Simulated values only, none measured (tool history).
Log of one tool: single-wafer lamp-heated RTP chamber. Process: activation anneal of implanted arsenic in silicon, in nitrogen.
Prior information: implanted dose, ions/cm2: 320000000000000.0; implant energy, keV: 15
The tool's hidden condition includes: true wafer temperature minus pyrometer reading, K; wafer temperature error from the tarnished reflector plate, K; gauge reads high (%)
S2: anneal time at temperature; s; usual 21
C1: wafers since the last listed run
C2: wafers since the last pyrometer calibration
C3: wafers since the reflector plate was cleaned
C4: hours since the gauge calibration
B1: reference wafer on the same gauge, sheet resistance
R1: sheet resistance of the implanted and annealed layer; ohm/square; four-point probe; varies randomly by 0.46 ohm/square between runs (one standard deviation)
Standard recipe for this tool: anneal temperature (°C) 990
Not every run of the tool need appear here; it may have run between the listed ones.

{"run": 1, "day": 0.0, "anneal temperature (°C)": 1008, "S2": 21, "C1": 0, "C2": 1449, "C3": 1513, "C4": 273.0, "B1": 315.16, "R1": 306.1}
{"run": 2, "day": 2.246, "anneal temperature (°C)": 1008, "S2": 21, "C1": 959, "C2": 2409, "C3": 2473, "C4": 326.9, "B1": 315.09, "R1": 305.37}
{"day": 3.475, "done": "pyrometer window cleaned and pyrometer calibrated"}
{"run": 3, "day": 3.95, "anneal temperature (°C)": 990, "S2": 17, "C1": 585, "C2": 203, "C3": 3059, "C4": 367.8, "B1": 315.2, "R1": 310.22}
{"run": 4, "day": 5.021, "anneal temperature (°C)": 990, "S2": 17, "C1": 457, "C2": 660, "C3": 3517, "C4": 393.5, "B1": 315.22, "R1": 310.02}
{"day": 11.375, "done": "pyrometer window cleaned and pyrometer calibrated"}
{"run": 5, "day": 11.396, "anneal temperature (°C)": 967, "S2": 18, "C1": 2581, "C2": 9, "C3": 6098, "C4": 546.5, "B1": 315.02, "R1": 312.98}
{"run": 6, "day": 12.6, "anneal temperature (°C)": 967, "S2": 18, "C1": 514, "C2": 524, "C3": 6613, "C4": 575.4, "B1": 315.08, "R1": 312.34}
{"run": 7, "day": 14.692, "anneal temperature (°C)": 990, "S2": 16, "C1": 893, "C2": 1418, "C3": 7507, "C4": 625.6, "B1": 314.93, "R1": 309.59}
{"run": 8, "day": 16.383, "anneal temperature (°C)": 990, "S2": 16, "C1": 722, "C2": 2141, "C3": 8230, "C4": 666.2, "B1": 315.04, "R1": 309.92}
{"day": 18.008, "done": "pyrometer window cleaned and pyrometer calibrated"}
{"run": 9, "day": 18.662, "anneal temperature (°C)": 990, "S2": 32, "C1": 831, "C2": 280, "C3": 9061, "C4": 720.9, "B1": 315.0, "R1": 305.79}
{"day": 19.55, "done": "reflector plate cleaned"}
{"day": 19.683, "done": "gauge calibrated"}
{"run": 10, "day": 21.454, "anneal temperature (°C)": 967, "S2": 18, "C1": 1050, "C2": 1330, "C3": 814, "C4": 42.5, "B1": 314.99, "R1": 311.97}
{"run": 11, "day": 23.754, "anneal temperature (°C)": 967, "S2": 18, "C1": 982, "C2": 2313, "C3": 1797, "C4": 97.7, "B1": 314.87, "R1": 311.61}
{"day": 24.171, "done": "pyrometer window cleaned and pyrometer calibrated"}
{"run": 12, "day": 26.175, "anneal temperature (°C)": 1016, "S2": 29, "C1": 892, "C2": 857, "C3": 2689, "C4": 155.8, "B1": 315.06, "R1": 301.36}
{"run": 13, "day": 28.867, "anneal temperature (°C)": 963, "S2": 33, "C1": 1150, "C2": 2007, "C3": 3839, "C4": 220.4, "B1": 315.01, "R1": 308.95}
{"day": 30.267, "done": "pyrometer window cleaned and pyrometer calibrated"}
{"run": 14, "day": 30.558, "anneal temperature (°C)": 967, "S2": 31, "C1": 580, "C2": 125, "C3": 4420, "C4": 261.0, "B1": 315.08, "R1": 310.59}
{"run": 15, "day": 32.604, "anneal temperature (°C)": 990, "S2": 21, "C1": 874, "C2": 999, "C3": 5294, "C4": 310.1, "B1": 315.0, "R1": 308.71}
{"run": 16, "day": 34.225, "anneal temperature (°C)": 972, "S2": 25, "C1": 692, "C2": 1692, "C3": 5987, "C4": 349.0, "B1": 315.04, "R1": 309.9}
{"run": 17, "day": 35.292, "anneal temperature (°C)": 975, "S2": 15, "C1": 455, "C2": 2148, "C3": 6442, "C4": 374.6, "B1": 315.26, "R1": 311.88}

Each run again, without the hidden state but with its own random variation kept:
run=1 R1=307.89
run=2 R1=307.47
run=3 R1=310.52
run=4 R1=310.76
run=5 R1=313.14
run=6 R1=313.01
run=7 R1=310.85
run=8 R1=311.37
run=9 R1=306.47
run=10 R1=313.10
run=11 R1=312.93
run=12 R1=303.06
run=13 R1=310.28
run=14 R1=310.87
run=15 R1=309.86
run=16 R1=311.19
run=17 R1=313.14

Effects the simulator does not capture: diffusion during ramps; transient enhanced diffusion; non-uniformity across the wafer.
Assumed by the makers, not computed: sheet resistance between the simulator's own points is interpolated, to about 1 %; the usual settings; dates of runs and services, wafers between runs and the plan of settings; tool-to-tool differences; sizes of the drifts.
